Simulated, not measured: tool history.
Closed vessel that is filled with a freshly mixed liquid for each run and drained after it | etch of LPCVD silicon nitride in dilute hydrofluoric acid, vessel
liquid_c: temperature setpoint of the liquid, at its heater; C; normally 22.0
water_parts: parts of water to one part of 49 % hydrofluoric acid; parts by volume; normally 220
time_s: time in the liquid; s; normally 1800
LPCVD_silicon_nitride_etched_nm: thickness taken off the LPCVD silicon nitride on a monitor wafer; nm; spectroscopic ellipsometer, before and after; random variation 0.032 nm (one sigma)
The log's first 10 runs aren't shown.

run,hour,liquid_c,water_parts,time_s,"read-back film thickness of the LPCVD silicon nitride reference wafer, read on the same gauge (nm)",LPCVD_silicon_nitride_etched_nm
11,443.6,19.0,220,2340,129.991,2.991
12,475.4,22.0,220,1800,129.996,2.790
13,500.0,22.0,220,1800,129.995,2.726
14,545.5,22.0,220,1800,130.013,2.764
15,592.9,22.0,145,2265,130.010,5.090
16,625.9,22.0,220,1800,130.007,2.778
17,680.4,22.0,220,1800,130.038,2.699
18,733.9,22.0,220,1800,130.054,2.756
19,789.0,18.0,220,1800,129.986,2.103
20,833.7,20.5,130,950,129.989,2.157
21,885.4,20.0,135,2585,129.991,5.398
22,933.1,22.0,320,1800,130.010,1.869
# hour 940.3: thermometer replaced
# hour 982.1: hydrofluoric acid flow meter replaced
23,985.2,22.0,220,885,130.024,1.467
24,1028.2,22.0,220,885,130.004,1.479
25,1096.3,22.0,220,1800,130.012,3.005
# hour 1122.7: gauge calibrated
26,1158.6,25.5,280,2535,129.978,4.106
27,1331.6,22.0,220,1800,130.009,2.919
28,1360.8,25.0,280,1800,129.992,2.761
29,1395.2,22.0,165,2475,129.988,5.332
30,1426.1,19.0,220,1210,130.021,1.626
31,1452.7,24.5,220,1800,129.982,3.424
32,1501.1,22.0,220,1800,130.000,2.875

What if the next run were any one of these 4? Each begins from the tool's condition after run 32:
A,1502.3,22.0,220,1800,?,?
B,1502.3,24.0,115,2650,?,?
C,1502.3,22.0,155,1365,?,?
D,1502.3,26.0,280,2080,?,?

run,"read-back film thickness of the LPCVD silicon nitride reference wafer, read on the same gauge (nm)",LPCVD_silicon_nitride_etched_nm
A,130.022,2.894
B,130.022,9.187
C,130.022,3.094
D,130.022,3.374
What these runs would have given with no unlogged condition in the tool:
run,LPCVD_silicon_nitride_etched_nm
A,3.003
B,9.534
C,3.210
D,3.503

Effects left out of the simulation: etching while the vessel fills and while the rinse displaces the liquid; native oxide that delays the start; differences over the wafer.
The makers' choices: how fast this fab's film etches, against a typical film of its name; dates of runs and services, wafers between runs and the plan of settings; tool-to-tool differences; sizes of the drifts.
